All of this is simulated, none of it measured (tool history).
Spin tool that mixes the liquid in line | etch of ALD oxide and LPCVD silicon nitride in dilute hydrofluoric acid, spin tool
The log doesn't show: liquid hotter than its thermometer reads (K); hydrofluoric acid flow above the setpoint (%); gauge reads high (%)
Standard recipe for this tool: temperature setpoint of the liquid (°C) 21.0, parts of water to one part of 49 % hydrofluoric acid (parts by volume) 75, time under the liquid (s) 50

run	hour	temperature setpoint of the liquid (°C)	parts of water to one part of 49 % hydrofluoric acid (parts by volume)	time under the liquid (s)	wafers since the last listed run	hours since the thermometer was replaced	hours since the hydrofluoric acid flow meter was replaced	hours since the gauge calibration	read-back film thickness of the ALD oxide reference wafer, read on the same gauge (nm)	read-back film thickness of the LPCVD silicon nitride reference wafer, read on the same gauge (nm)	thickness taken off the ALD oxide on a monitor wafer (Å)	thickness taken off the LPCVD silicon nitride on a monitor wafer (Å)
1	0.0	21.0	75	50	0	2576.0	1693.7	397.3	109.98	99.980	133.3	3.44
# hour 7.1: gauge calibrated
2	13.5	21.0	75	50	197	2589.5	1707.2	6.4	110.00	99.987	136.6	3.20
3	26.4	21.0	75	50	188	2602.4	1720.1	19.3	110.01	100.002	135.8	3.59
4	33.9	21.0	75	50	109	2609.9	1727.6	26.8	110.00	100.016	135.0	3.61
5	50.5	21.0	75	50	242	2626.5	1744.2	43.4	109.98	99.973	134.3	3.85
# hour 58.8: hydrofluoric acid flow meter replaced
6	66.9	17.0	95	30	225	2642.9	8.1	59.8	109.99	99.999	53.1	1.26
7	77.1	21.0	75	50	149	2653.1	18.3	70.0	110.02	99.993	133.0	3.38
8	90.6	21.0	75	60	197	2666.6	31.8	83.5	110.01	99.999	161.4	4.02
9	100.1	21.0	45	50	138	2676.1	41.3	93.0	110.02	100.003	233.2	5.92
10	107.0	21.0	55	50	100	2683.0	48.2	99.9	109.99	100.042	186.7	4.81
11	118.1	24.0	75	50	162	2694.1	59.3	111.0	109.99	99.987	151.7	4.99
12	126.2	21.0	55	80	118	2702.2	67.4	119.1	110.03	99.967	301.3	7.76
13	133.4	23.0	75	50	105	2709.4	74.6	126.3	109.97	99.958	146.9	3.76
14	150.4	21.0	50	25	248	2726.4	91.6	143.3	110.02	100.020	103.1	2.86
15	159.1	24.5	115	50	127	2735.1	100.3	152.0	110.00	100.004	95.6	2.85
16	176.7	21.0	75	50	257	2752.7	117.9	169.6	110.04	100.020	132.6	3.71
17	191.3	21.0	75	50	213	2767.3	132.5	184.2	110.01	100.001	133.3	3.44
18	203.8	18.0	75	75	182	2779.8	145.0	196.7	109.99	100.013	179.0	4.05
# hour 205.9: thermometer replaced
19	213.5	18.5	40	40	127	7.6	154.7	206.4	109.97	100.028	191.1	3.99
20	225.5	17.5	90	70	175	19.6	166.7	218.4	110.03	100.001	133.8	2.85
21	236.3	21.0	75	60	157	30.4	177.5	229.2	109.96	100.007	160.7	3.93
22	246.7	17.0	100	25	152	40.8	187.9	239.6	109.97	100.020	41.3	0.91

What will run 23 give?
23	263.0	18.5	40	40	238	57.1	204.2	255.9	?	?	?	?

{"run 23": {"read-back film thickness of the ALD oxide reference wafer, read on the same gauge (nm)": 109.99, "read-back film thickness of the LPCVD silicon nitride reference wafer, read on the same gauge (nm)": 99.992, "thickness taken off the ALD oxide on a monitor wafer (Å)": 188.7, "thickness taken off the LPCVD silicon nitride on a monitor wafer (Å)": 4.17}}
The same run, on a tool lacking any hidden state, would have yielded thickness taken off the ALD oxide on a monitor wafer (Å) 188.7, thickness taken off the LPCVD silicon nitride on a monitor wafer (Å) 4.17.

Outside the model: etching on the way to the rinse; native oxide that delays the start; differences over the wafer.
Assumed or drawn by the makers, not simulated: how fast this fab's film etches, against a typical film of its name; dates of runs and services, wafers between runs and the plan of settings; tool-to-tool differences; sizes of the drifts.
